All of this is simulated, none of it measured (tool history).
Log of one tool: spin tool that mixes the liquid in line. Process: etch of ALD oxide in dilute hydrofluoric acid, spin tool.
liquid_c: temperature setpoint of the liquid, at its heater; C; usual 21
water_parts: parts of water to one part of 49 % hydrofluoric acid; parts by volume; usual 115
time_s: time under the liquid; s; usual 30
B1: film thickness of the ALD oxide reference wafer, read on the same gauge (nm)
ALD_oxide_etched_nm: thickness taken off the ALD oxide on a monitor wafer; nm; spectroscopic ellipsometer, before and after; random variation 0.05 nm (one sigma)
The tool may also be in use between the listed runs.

Run 1, hour 0: usual settings but water_parts 95 parts by volume; B1 150.01. Result: ALD_oxide_etched_nm 7.66 nm.
Run 2, hour 48.8: usual settings but water_parts 95 parts by volume; B1 150.02. Result: ALD_oxide_etched_nm 7.79 nm.
Run 3, hour 171.7: usual settings but water_parts 95 parts by volume; B1 149.97. Result: ALD_oxide_etched_nm 8.01 nm.
Run 4, hour 241: usual settings; B1 150. Result: ALD_oxide_etched_nm 6.66 nm.
Run 5, hour 270.3: usual settings; B1 149.99. Result: ALD_oxide_etched_nm 6.65 nm.
Run 6, hour 323.4: usual settings; B1 150.02. Result: ALD_oxide_etched_nm 6.7 nm.
Run 7, hour 357.7: usual settings; B1 150.02. Result: ALD_oxide_etched_nm 6.74 nm.
At hour 392.8: gauge calibrated.
Run 8, hour 400.7: usual settings but liquid_c 24.5 C, water_parts 140 parts by volume; B1 149.99. Result: ALD_oxide_etched_nm 6.38 nm.
Run 9, hour 463.9: usual settings but liquid_c 24.5 C, water_parts 140 parts by volume; B1 149.97. Result: ALD_oxide_etched_nm 6.43 nm.
At hour 474.1: thermometer replaced.
Run 10, hour 496.3: usual settings; B1 149.99. Result: ALD_oxide_etched_nm 6.41 nm.
Run 11, hour 535: usual settings; B1 149.95. Result: ALD_oxide_etched_nm 6.5 nm.
Run 12, hour 575.1: usual settings; B1 150.02. Result: ALD_oxide_etched_nm 6.47 nm.
Run 13, hour 612.9: usual settings but liquid_c 23 C, water_parts 160 parts by volume, time_s 20 s; B1 149.99. Result: ALD_oxide_etched_nm 3.26 nm.
Run 14, hour 676.8: usual settings but liquid_c 17.5 C, water_parts 85 parts by volume, time_s 50 s; B1 149.99. Result: ALD_oxide_etched_nm 13.46 nm.
Run 15, hour 734.6: usual settings but liquid_c 23 C, water_parts 130 parts by volume, time_s 20 s; B1 150.02. Result: ALD_oxide_etched_nm 4.25 nm.
Run 16, hour 795.6: usual settings but water_parts 55 parts by volume, time_s 45 s; B1 149.99. Result: ALD_oxide_etched_nm 23.17 nm.
At hour 828.5: hydrofluoric acid flow meter replaced.
Run 17, hour 857.9: usual settings; B1 150.03. Result: ALD_oxide_etched_nm 6.01 nm.
Run 18, hour 892.1: usual settings but liquid_c 17 C, water_parts 140 parts by volume; B1 150.06. Result: ALD_oxide_etched_nm 4.14 nm.
At hour 914.4: thermometer replaced.
Run 19, hour 958.5: usual settings but water_parts 75 parts by volume; B1 150.01. Result: ALD_oxide_etched_nm 9.12 nm.
Run 20, hour 1005.6: usual settings; B1 150. Result: ALD_oxide_etched_nm 5.7 nm.
Run 21, hour 1047: usual settings but time_s 45 s; B1 150. Result: ALD_oxide_etched_nm 8.82 nm.
Run 22, hour 1111.1: usual settings but liquid_c 19 C, water_parts 155 parts by volume, time_s 20 s; B1 150.02. Result: ALD_oxide_etched_nm 2.6 nm.
Run 23, hour 1156.9: usual settings but water_parts 90 parts by volume; B1 149.93. Result: ALD_oxide_etched_nm 7.89 nm.
Run 24, hour 1204.4: usual settings but water_parts 150 parts by volume; B1 149.95. Result: ALD_oxide_etched_nm 4.46 nm.
Run 25, hour 1233.9: usual settings but liquid_c 26 C, water_parts 75 parts by volume, time_s 15 s; B1 150.04. Result: ALD_oxide_etched_nm 5.95 nm.

Each row is a separate what-if for the run after 25, all from the same tool condition, not one after another. Results?
Run A, hour 1234.3: usual settings; B1 ?. Result: ALD_oxide_etched_nm ?.
Run B, hour 1234.3: usual settings but liquid_c 22.5 C; B1 ?. Result: ALD_oxide_etched_nm ?.
Run C, hour 1234.3: usual settings but water_parts 155 parts by volume, time_s 20 s; B1 ?. Result: ALD_oxide_etched_nm ?.
Run D, hour 1234.3: usual settings but liquid_c 23 C; B1 ?. Result: ALD_oxide_etched_nm ?.
Run E, hour 1234.3: usual settings but liquid_c 17.5 C; B1 ?. Result: ALD_oxide_etched_nm ?.

run      B1  ALD_oxide_etched_nm
  A  150.01                 6.06
  B  150.01                 6.43
  C  150.01                 2.87
  D  150.01                 6.55
  E  150.01                 5.26
What these runs would have given with no unlogged condition in the tool:
run  ALD_oxide_etched_nm
  A                 5.51
  B                 5.85
  C                 2.61
  D                 5.97
  E                 4.78

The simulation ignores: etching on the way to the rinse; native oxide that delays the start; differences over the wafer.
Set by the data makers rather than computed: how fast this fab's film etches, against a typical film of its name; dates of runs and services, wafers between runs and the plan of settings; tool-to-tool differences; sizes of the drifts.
